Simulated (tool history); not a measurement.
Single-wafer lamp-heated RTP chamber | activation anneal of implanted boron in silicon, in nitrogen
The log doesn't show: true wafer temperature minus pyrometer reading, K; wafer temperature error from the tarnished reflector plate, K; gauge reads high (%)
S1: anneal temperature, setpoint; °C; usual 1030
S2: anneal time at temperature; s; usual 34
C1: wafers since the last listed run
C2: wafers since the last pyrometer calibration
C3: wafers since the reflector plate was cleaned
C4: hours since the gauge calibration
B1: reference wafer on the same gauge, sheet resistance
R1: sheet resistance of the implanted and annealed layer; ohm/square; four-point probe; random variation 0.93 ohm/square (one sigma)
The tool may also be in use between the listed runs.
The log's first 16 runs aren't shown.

run	hour	S1	S2	C1	C2	C3	C4	B1	R1
17	397.5	1030	34	355	2034	3220	956.3	652.52	631.6
18	428.4	1049	28	541	2575	3761	987.2	652.25	632.61
19	452.2	1030	34	416	2992	4178	1011	652.8	630.67
# hour 475.8: pyrometer window cleaned and pyrometer calibrated
20	481.5	1030	34	373	99	4551	1040.3	652.46	630.68
21	496.9	1030	34	269	369	4821	1055.7	652.44	629.64
22	508.9	1030	34	210	579	5031	1067.7	652.41	631.39
23	532.9	1021	19	420	999	5451	1091.7	652.52	632.19
24	566.1	1030	34	581	1581	6033	1124.9	652.5	632.24
25	665.2	1030	17	1736	3317	7769	1224	652.72	632.65
# hour 683.8: gauge calibrated
# hour 715: pyrometer window cleaned and pyrometer calibrated
# hour 751.6: reflector plate cleaned
26	760.6	1030	24	1390	658	156	76.8	643.87	624.61
27	781.5	1052	27	366	1024	522	97.7	644.06	624.88
28	809.3	1012	34	487	1511	1009	125.5	644.89	623.77
29	828.1	1030	19	329	1840	1339	144.3	645.14	625.56
30	848	1014	21	348	2189	1687	164.2	645.26	625.29
31	861.2	1030	34	231	2420	1919	177.4	645.69	624.41
32	881.6	1040	27	357	2778	2276	197.8	646.22	624.33
# hour 920.3: pyrometer window cleaned and pyrometer calibrated
33	920.8	1030	34	546	9	2823	237	646.48	626.33
34	933.7	1037	44	225	235	3049	249.9	646.94	624.62
35	949.2	1038	27	271	506	3320	265.4	646.99	626.56
36	964.5	1057	34	268	774	3588	280.7	647.02	623.19
37	990.8	1054	22	460	1235	4049	307	647.53	628.11

3 ways to go on from here, each from the tool as it stands after run 37. What would each give?
A	991.2	1058	34	7	1242	4056	307.4	?	?
B	991.2	1009	17	7	1242	4056	307.4	?	?
C	991.2	1030	42	7	1242	4056	307.4	?	?

run	B1	R1
A	647.23	627.74
B	647.23	630.45
C	647.23	627.68
Without the tool's hidden state the same runs would have given:
run	R1
A	623.36
B	626.05
C	623.3
